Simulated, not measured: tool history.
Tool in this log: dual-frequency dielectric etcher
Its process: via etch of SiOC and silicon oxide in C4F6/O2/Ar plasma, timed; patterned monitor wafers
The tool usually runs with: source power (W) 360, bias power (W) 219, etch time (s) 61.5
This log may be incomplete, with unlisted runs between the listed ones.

| run | day | source power (W) | bias power (W) | etch time (s) | read-back reference wafer on the same gauge, depth_nm | mean etch depth across the wafer (Å) |
|---|---|---|---|---|---|---|
| 1 | 0 | 360 | 219 | 61.5 | 82.7 | 697 |
| 2 | 1.183 | 360 | 219 | 61.5 | 82.7 | 697 |
| 3 | 1.758 | 360 | 219 | 61.5 | 82.7 | 699 |
| 4 | 2.475 | 360 | 219 | 61.5 | 82.7 | 700 |
| 5 | 3.625 | 360 | 219 | 61.5 | 82.7 | 697 |
| 6 | 4.283 | 360 | 219 | 61.5 | 82.6 | 700 |
|  | 4.388 | gauge calibrated |
|  | 6.529 | wet clean of the chamber |
| 7 | 6.55 | 360 | 219 | 61.5 | 82.6 | 711 |
| 8 | 6.692 | 360 | 198 | 61.5 | 82.7 | 671 |
|  | 7.3 | source power generator calibrated |
| 9 | 7.488 | 330 | 179 | 78.5 | 82.7 | 793 |
| 10 | 8.071 | 360 | 219 | 76.5 | 82.7 | 886 |
|  | 8.279 | bias power generator calibrated |
|  | 9.604 | upper electrode replaced |
| 11 | 9.625 | 360 | 265 | 43.5 | 82.7 | 551 |
| 12 | 9.817 | 360 | 187 | 61.5 | 82.7 | 653 |
| 13 | 10.371 | 280 | 194 | 70 | 82.8 | 701 |
| 14 | 11.367 | 360 | 198 | 61.5 | 82.7 | 672 |
| 15 | 12.579 | 430 | 219 | 75 | 82.6 | 919 |

Alternative continuations, all from the tool just after run 15; predict every row:
| A | 12.596 | 400 | 219 | 61.5 | ? | ? |
| B | 12.596 | 410 | 181 | 72.5 | ? | ? |
| C | 12.596 | 360 | 265 | 66.5 | ? | ? |
| D | 12.596 | 360 | 219 | 78 | ? | ? |
| E | 12.596 | 360 | 240 | 73 | ? | ? |

| run | read-back reference wafer on the same gauge, depth_nm | mean etch depth across the wafer (Å) |
|---|---|---|
| A | 82.7 | 733 |
| B | 82.7 | 788 |
| C | 82.7 | 844 |
| D | 82.7 | 898 |
| E | 82.7 | 881 |
Stripped of hidden state, with their random variation kept, the same runs would have yielded:
| run | mean etch depth across the wafer (Å) |
|---|---|
| A | 737 |
| B | 792 |
| C | 849 |
| D | 903 |
| E | 886 |

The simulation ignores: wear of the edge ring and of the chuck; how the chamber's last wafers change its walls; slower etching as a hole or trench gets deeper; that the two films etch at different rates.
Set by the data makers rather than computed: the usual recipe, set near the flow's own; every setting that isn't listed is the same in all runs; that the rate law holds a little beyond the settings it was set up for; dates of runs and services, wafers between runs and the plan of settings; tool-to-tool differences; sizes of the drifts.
